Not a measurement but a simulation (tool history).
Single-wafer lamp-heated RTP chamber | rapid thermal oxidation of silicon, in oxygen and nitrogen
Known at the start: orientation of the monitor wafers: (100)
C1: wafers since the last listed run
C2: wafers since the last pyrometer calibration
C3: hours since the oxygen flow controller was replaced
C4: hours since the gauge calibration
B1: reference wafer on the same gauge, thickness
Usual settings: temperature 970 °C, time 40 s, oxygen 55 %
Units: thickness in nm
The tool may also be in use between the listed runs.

Run 1, hour 0: usual settings; C1 0; C2 3497; C3 6792.3; C4 333.9; B1 3.43. Result: thickness 2.884 nm.
Run 2, hour 26.8: usual settings; C1 474; C2 3971; C3 6819.1; C4 360.7; B1 3.431. Result: thickness 2.893 nm.
Run 3, hour 50.7: usual settings; C1 422; C2 4394; C3 6843; C4 384.6; B1 3.43. Result: thickness 2.896 nm.
Run 4, hour 84.8: usual settings but oxygen 36 %; C1 603; C2 4997; C3 6877.1; C4 418.7; B1 3.431. Result: thickness 2.605 nm.
Run 5, hour 120.2: usual settings but time 32 s; C1 626; C2 5623; C3 6912.5; C4 454.1; B1 3.43. Result: thickness 2.682 nm.
Run 6, hour 138.1: usual settings but time 32 s; C1 316; C2 5940; C3 6930.4; C4 472; B1 3.43. Result: thickness 2.681 nm.
Run 7, hour 158.1: usual settings; C1 353; C2 6294; C3 6950.4; C4 492; B1 3.43. Result: thickness 2.91 nm.
At hour 166.6: gauge calibrated.
Run 8, hour 190.4: usual settings; C1 571; C2 6865; C3 6982.7; C4 23.8; B1 3.432. Result: thickness 2.899 nm.
Run 9, hour 226.1: usual settings; C1 631; C2 7497; C3 7018.4; C4 59.5; B1 3.43. Result: thickness 2.913 nm.
Run 10, hour 247.8: usual settings; C1 383; C2 7881; C3 7040.1; C4 81.2; B1 3.431. Result: thickness 2.912 nm.
Run 11, hour 274: usual settings but temperature 982 °C, time 32 s, oxygen 77 %; C1 463; C2 8345; C3 7066.3; C4 107.4; B1 3.43. Result: thickness 3.185 nm.
At hour 295.1: oxygen flow controller replaced.
At hour 315.9: pyrometer window cleaned and pyrometer calibrated.
Run 12, hour 361.7: usual settings but temperature 985 °C, oxygen 43 %; C1 1268; C2 810; C3 66.6; C4 195.1; B1 3.431. Result: thickness 2.943 nm.
Run 13, hour 373.8: usual settings but oxygen 67 %; C1 214; C2 1024; C3 78.7; C4 207.2; B1 3.43. Result: thickness 3.038 nm.
Run 14, hour 406.1: usual settings but time 48 s; C1 571; C2 1595; C3 111; C4 239.5; B1 3.427. Result: thickness 3.08 nm.
Run 15, hour 422.5: usual settings but temperature 984 °C, time 31 s; C1 290; C2 1885; C3 127.4; C4 255.9; B1 3.431. Result: thickness 2.858 nm.
Run 16, hour 450.5: usual settings but temperature 985 °C, oxygen 43 %; C1 495; C2 2381; C3 155.4; C4 283.9; B1 3.428. Result: thickness 2.944 nm.

Forecast run 17:
Run 17, hour 477: usual settings but temperature 994 °C, time 49 s; C1 468; C2 2850; C3 181.9; C4 310.4; B1 ?. Result: thickness ?.

B1: 3.429
thickness: 3.638 nm
Without the tool's hidden state the same run would have given thickness 3.625 nm.
